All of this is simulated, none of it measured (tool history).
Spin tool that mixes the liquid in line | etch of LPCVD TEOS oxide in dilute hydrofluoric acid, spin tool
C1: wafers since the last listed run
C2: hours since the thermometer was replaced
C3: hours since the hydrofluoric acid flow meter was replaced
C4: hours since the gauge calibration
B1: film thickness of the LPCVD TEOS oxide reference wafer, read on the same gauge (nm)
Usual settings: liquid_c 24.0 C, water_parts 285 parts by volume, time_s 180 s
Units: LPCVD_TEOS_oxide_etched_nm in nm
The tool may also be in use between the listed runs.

{"run": 1, "hour": 0.0, "liquid_c": 24.0, "water_parts": 285, "time_s": 180, "C1": 0, "C2": 1686.5, "C3": 144.4, "C4": 342.8, "B1": 29.98, "LPCVD_TEOS_oxide_etched_nm": 7.84}
{"run": 2, "hour": 22.0, "liquid_c": 24.0, "water_parts": 285, "time_s": 180, "C1": 109, "C2": 1708.5, "C3": 166.4, "C4": 364.8, "B1": 30.02, "LPCVD_TEOS_oxide_etched_nm": 7.73}
{"hour": 32.4, "done": "gauge calibrated"}
{"run": 3, "hour": 48.8, "liquid_c": 24.0, "water_parts": 215, "time_s": 180, "C1": 133, "C2": 1735.3, "C3": 193.2, "C4": 16.4, "B1": 29.97, "LPCVD_TEOS_oxide_etched_nm": 11.04}
{"run": 4, "hour": 81.8, "liquid_c": 24.0, "water_parts": 215, "time_s": 180, "C1": 164, "C2": 1768.3, "C3": 226.2, "C4": 49.4, "B1": 29.96, "LPCVD_TEOS_oxide_etched_nm": 11.06}
{"run": 5, "hour": 98.8, "liquid_c": 24.0, "water_parts": 285, "time_s": 180, "C1": 84, "C2": 1785.3, "C3": 243.2, "C4": 66.4, "B1": 30.01, "LPCVD_TEOS_oxide_etched_nm": 7.71}
{"run": 6, "hour": 112.9, "liquid_c": 24.0, "water_parts": 285, "time_s": 180, "C1": 70, "C2": 1799.4, "C3": 257.3, "C4": 80.5, "B1": 29.96, "LPCVD_TEOS_oxide_etched_nm": 7.68}
{"run": 7, "hour": 142.2, "liquid_c": 27.0, "water_parts": 285, "time_s": 180, "C1": 146, "C2": 1828.7, "C3": 286.6, "C4": 109.8, "B1": 30.0, "LPCVD_TEOS_oxide_etched_nm": 8.5}
{"run": 8, "hour": 160.5, "liquid_c": 21.0, "water_parts": 285, "time_s": 180, "C1": 91, "C2": 1847.0, "C3": 304.9, "C4": 128.1, "B1": 30.0, "LPCVD_TEOS_oxide_etched_nm": 6.91}
{"run": 9, "hour": 192.0, "liquid_c": 21.0, "water_parts": 285, "time_s": 180, "C1": 157, "C2": 1878.5, "C3": 336.4, "C4": 159.6, "B1": 30.01, "LPCVD_TEOS_oxide_etched_nm": 6.85}
{"run": 10, "hour": 206.3, "liquid_c": 21.0, "water_parts": 285, "time_s": 180, "C1": 71, "C2": 1892.8, "C3": 350.7, "C4": 173.9, "B1": 29.98, "LPCVD_TEOS_oxide_etched_nm": 6.9}
{"run": 11, "hour": 237.3, "liquid_c": 26.5, "water_parts": 285, "time_s": 180, "C1": 154, "C2": 1923.8, "C3": 381.7, "C4": 204.9, "B1": 30.0, "LPCVD_TEOS_oxide_etched_nm": 8.25}
{"run": 12, "hour": 284.4, "liquid_c": 21.5, "water_parts": 335, "time_s": 115, "C1": 235, "C2": 1970.9, "C3": 428.8, "C4": 252.0, "B1": 30.02, "LPCVD_TEOS_oxide_etched_nm": 3.57}
{"hour": 287.2, "done": "thermometer replaced"}
{"run": 13, "hour": 316.4, "liquid_c": 24.0, "water_parts": 420, "time_s": 180, "C1": 154, "C2": 29.2, "C3": 460.8, "C4": 284.0, "B1": 30.0, "LPCVD_TEOS_oxide_etched_nm": 4.51}
{"run": 14, "hour": 334.5, "liquid_c": 28.5, "water_parts": 345, "time_s": 265, "C1": 90, "C2": 47.3, "C3": 478.9, "C4": 302.1, "B1": 29.99, "LPCVD_TEOS_oxide_etched_nm": 10.06}
{"hour": 346.1, "done": "gauge calibrated"}
{"hour": 365.1, "done": "hydrofluoric acid flow meter replaced"}
{"run": 15, "hour": 365.6, "liquid_c": 24.0, "water_parts": 285, "time_s": 180, "C1": 150, "C2": 78.4, "C3": 0.5, "C4": 19.5, "B1": 30.0, "LPCVD_TEOS_oxide_etched_nm": 7.97}

Forecast run 16:
{"run": 16, "hour": 390.5, "liquid_c": 24.0, "water_parts": 180, "time_s": 75, "C1": 124, "C2": 103.3, "C3": 25.4, "C4": 44.4, "B1": "?", "LPCVD_TEOS_oxide_etched_nm": "?"}

{"run 16": {"B1": 30.02, "LPCVD_TEOS_oxide_etched_nm": 5.85}}
Without the tool's hidden state the same run would have given LPCVD_TEOS_oxide_etched_nm 5.89 nm.
